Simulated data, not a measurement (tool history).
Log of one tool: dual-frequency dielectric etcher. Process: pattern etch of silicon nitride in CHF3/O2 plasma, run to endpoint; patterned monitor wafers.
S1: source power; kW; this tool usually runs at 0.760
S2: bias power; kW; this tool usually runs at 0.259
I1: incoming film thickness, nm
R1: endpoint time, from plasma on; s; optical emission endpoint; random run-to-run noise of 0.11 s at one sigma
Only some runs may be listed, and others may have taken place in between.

Run 1, hour 0.0: usual settings but S1 0.840 kW; I1 72.6. Result: R1 33.9 s.
Run 2, hour 28.6: usual settings but S2 0.207 kW; I1 72.9. Result: R1 37.7 s.
Run 3, hour 48.8: usual settings; I1 72.6. Result: R1 35.3 s.
Run 4, hour 84.2: usual settings; I1 73.6. Result: R1 35.8 s.
Run 5, hour 114.6: usual settings; I1 73.3. Result: R1 35.5 s.
Run 6, hour 137.8: usual settings; I1 72.5. Result: R1 35.1 s.
Run 7, hour 168.0: usual settings; I1 72.9. Result: R1 35.3 s.
Run 8, hour 192.1: usual settings but S2 0.301 kW; I1 72.4. Result: R1 33.3 s.
Run 9, hour 217.1: usual settings but S2 0.301 kW; I1 73.2. Result: R1 33.6 s.
At hour 254.1: wet clean of the chamber.
Run 10, hour 254.6: usual settings; I1 73.1. Result: R1 36.6 s.
Run 11, hour 262.6: usual settings; I1 72.3. Result: R1 36.0 s.
Run 12, hour 283.8: usual settings; I1 73.1. Result: R1 36.4 s.
Run 13, hour 302.8: usual settings but S2 0.216 kW; I1 73.7. Result: R1 38.6 s.
At hour 327.9: bias power generator calibrated.
At hour 351.2: upper electrode replaced.
Run 14, hour 351.7: usual settings but S2 0.216 kW; I1 72.8. Result: R1 38.2 s.
Run 15, hour 352.1: usual settings; I1 73.2. Result: R1 36.3 s.
Run 16, hour 379.3: usual settings but S1 0.920 kW, S2 0.322 kW; I1 72.6. Result: R1 30.6 s.
Run 17, hour 408.7: usual settings but S1 0.710 kW, S2 0.224 kW; I1 73.0. Result: R1 38.9 s.
At hour 424.4: source power generator calibrated.
Run 18, hour 439.8: usual settings but S1 0.690 kW, S2 0.298 kW; I1 73.0. Result: R1 36.4 s.
Run 19, hour 474.0: usual settings; I1 73.4. Result: R1 36.1 s.
Run 20, hour 498.2: usual settings but S1 0.820 kW; I1 71.8. Result: R1 33.9 s.
Run 21, hour 519.2: usual settings but S1 0.910 kW, S2 0.292 kW; I1 72.9. Result: R1 31.7 s.
Run 22, hour 532.0: usual settings; I1 73.4. Result: R1 36.0 s.
Run 23, hour 552.6: usual settings but S1 0.890 kW, S2 0.289 kW; I1 72.9. Result: R1 32.0 s.
Run 24, hour 584.3: usual settings; I1 73.3. Result: R1 35.9 s.
Run 25, hour 606.2: usual settings but S2 0.225 kW; I1 72.7. Result: R1 36.9 s.
Run 26, hour 631.6: usual settings but S2 0.283 kW; I1 73.0. Result: R1 34.6 s.
Run 27, hour 648.1: usual settings but S1 0.660 kW, S2 0.300 kW; I1 72.6. Result: R1 36.2 s.

Some steps in R1, run to run, broken into two amounts with sign: the step expected even without the hidden condition (settings, incoming material, random variation), and the rest, left for the hidden condition together with whatever gauge scatter is not in both the measured and the hidden-condition-free result:
Hidden state present: etch rate over this chamber's usual, %; source power that arrives over what is set, %; bias power that arrives over what is set, %.
Run 1 -> 2: S1 0.840 -> 0.760, S2 0.259 -> 0.207. R1 +3.8 s: hidden state -0.2, all else +4.0.
Run 9 -> 10: S2 0.301 -> 0.259, wet clean of the chamber. R1 +3.0 s: hidden state +1.4, all else +1.6.
Run 15 -> 16: S1 0.760 -> 0.920, S2 0.259 -> 0.322. R1 -5.7 s: hidden state +0.0, all else -5.7.
Run 16 -> 17: S1 0.920 -> 0.710, S2 0.322 -> 0.224. R1 +8.3 s: hidden state -0.2, all else +8.5.
